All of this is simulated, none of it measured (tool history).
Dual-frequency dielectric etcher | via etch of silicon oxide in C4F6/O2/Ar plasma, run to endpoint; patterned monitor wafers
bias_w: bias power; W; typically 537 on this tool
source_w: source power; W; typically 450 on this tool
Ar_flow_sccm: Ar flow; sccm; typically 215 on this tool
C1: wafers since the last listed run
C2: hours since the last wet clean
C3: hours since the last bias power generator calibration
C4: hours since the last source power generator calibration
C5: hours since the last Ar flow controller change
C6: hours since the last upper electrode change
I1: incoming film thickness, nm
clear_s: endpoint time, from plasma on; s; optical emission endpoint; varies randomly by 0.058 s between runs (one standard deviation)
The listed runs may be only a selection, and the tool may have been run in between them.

Run 1, hour 0.0: usual settings; C1 0; C2 248.3; C3 3641.9; C4 1752.3; C5 3391.1; C6 5196.4; I1 99.9. Result: clear_s 19.7 s.
Run 2, hour 9.1: usual settings; C1 131; C2 257.4; C3 3651.0; C4 1761.4; C5 3400.2; C6 5205.5; I1 99.8. Result: clear_s 19.7 s.
Run 3, hour 25.6: usual settings but source_w 510 W; C1 238; C2 273.9; C3 3667.5; C4 1777.9; C5 3416.7; C6 5222.0; I1 101.4. Result: clear_s 19.5 s.
Run 4, hour 41.7: usual settings but source_w 510 W; C1 232; C2 290.0; C3 3683.6; C4 1794.0; C5 3432.8; C6 5238.1; I1 100.5. Result: clear_s 19.3 s.
Run 5, hour 53.4: usual settings but Ar_flow_sccm 195 sccm; C1 168; C2 301.7; C3 3695.3; C4 1805.7; C5 3444.5; C6 5249.8; I1 100.7. Result: clear_s 19.9 s.
Run 6, hour 65.3: usual settings; C1 171; C2 313.6; C3 3707.2; C4 1817.6; C5 3456.4; C6 5261.7; I1 101.4. Result: clear_s 20.2 s.
Run 7, hour 80.6: usual settings but source_w 400 W; C1 220; C2 328.9; C3 3722.5; C4 1832.9; C5 3471.7; C6 5277.0; I1 102.3. Result: clear_s 21.0 s.
At hour 85.5: bias power generator calibrated.
At hour 94.6: Ar flow controller replaced.
At hour 117.3: wet clean of the chamber.
Run 8, hour 117.8: usual settings; C1 64; C2 0.5; C3 32.3; C4 1870.1; C5 23.2; C6 5314.2; I1 99.5. Result: clear_s 19.2 s.
At hour 125.8: source power generator calibrated.
At hour 145.1: upper electrode replaced.
Run 9, hour 145.6: usual settings but bias_w 637 W, source_w 390 W, Ar_flow_sccm 181 sccm; C1 64; C2 28.3; C3 60.1; C4 19.8; C5 51.0; C6 0.5; I1 100.7. Result: clear_s 19.1 s.
Run 10, hour 146.0: usual settings but source_w 500 W, Ar_flow_sccm 264 sccm; C1 5; C2 28.7; C3 60.5; C4 20.2; C5 51.4; C6 0.9; I1 100.6. Result: clear_s 19.3 s.
Run 11, hour 153.2: usual settings; C1 103; C2 35.9; C3 67.7; C4 27.4; C5 58.6; C6 8.1; I1 101.6. Result: clear_s 19.7 s.
Run 12, hour 166.7: usual settings but bias_w 479 W, source_w 420 W, Ar_flow_sccm 164 sccm; C1 194; C2 49.4; C3 81.2; C4 40.9; C5 72.1; C6 21.6; I1 100.9. Result: clear_s 20.3 s.
Run 13, hour 178.0: usual settings but bias_w 667 W, Ar_flow_sccm 189 sccm; C1 163; C2 60.7; C3 92.5; C4 52.2; C5 83.4; C6 32.9; I1 100.8. Result: clear_s 18.3 s.
Run 14, hour 195.2: usual settings but Ar_flow_sccm 240 sccm; C1 248; C2 77.9; C3 109.7; C4 69.4; C5 100.6; C6 50.1; I1 101.2. Result: clear_s 19.8 s.
Run 15, hour 207.4: usual settings but bias_w 613 W, source_w 410 W, Ar_flow_sccm 186 sccm; C1 176; C2 90.1; C3 121.9; C4 81.6; C5 112.8; C6 62.3; I1 100.7. Result: clear_s 19.2 s.

Here are 5 independent what-if runs from the current tool condition. What would each one return?
Run A, hour 207.8: usual settings; C1 5; C2 90.5; C3 122.3; C4 82.0; C5 113.2; C6 62.7; I1 100.4. Result: clear_s ?.
Run B, hour 207.8: usual settings but bias_w 571 W, Ar_flow_sccm 175 sccm; C1 5; C2 90.5; C3 122.3; C4 82.0; C5 113.2; C6 62.7; I1 100.4. Result: clear_s ?.
Run C, hour 207.8: usual settings but bias_w 662 W, source_w 530 W; C1 5; C2 90.5; C3 122.3; C4 82.0; C5 113.2; C6 62.7; I1 100.4. Result: clear_s ?.
Run D, hour 207.8: usual settings but Ar_flow_sccm 264 sccm; C1 5; C2 90.5; C3 122.3; C4 82.0; C5 113.2; C6 62.7; I1 100.4. Result: clear_s ?.
Run E, hour 207.8: usual settings but bias_w 420 W, source_w 550 W, Ar_flow_sccm 267 sccm; C1 5; C2 90.5; C3 122.3; C4 82.0; C5 113.2; C6 62.7; I1 100.4. Result: clear_s ?.

run  clear_s
  A     19.6
  B     19.0
  C     17.7
  D     19.9
  E     20.1
Had the tool no hidden state, the same runs would have come out as:
run  clear_s
  A     19.4
  B     18.8
  C     17.6
  D     19.7
  E     19.9

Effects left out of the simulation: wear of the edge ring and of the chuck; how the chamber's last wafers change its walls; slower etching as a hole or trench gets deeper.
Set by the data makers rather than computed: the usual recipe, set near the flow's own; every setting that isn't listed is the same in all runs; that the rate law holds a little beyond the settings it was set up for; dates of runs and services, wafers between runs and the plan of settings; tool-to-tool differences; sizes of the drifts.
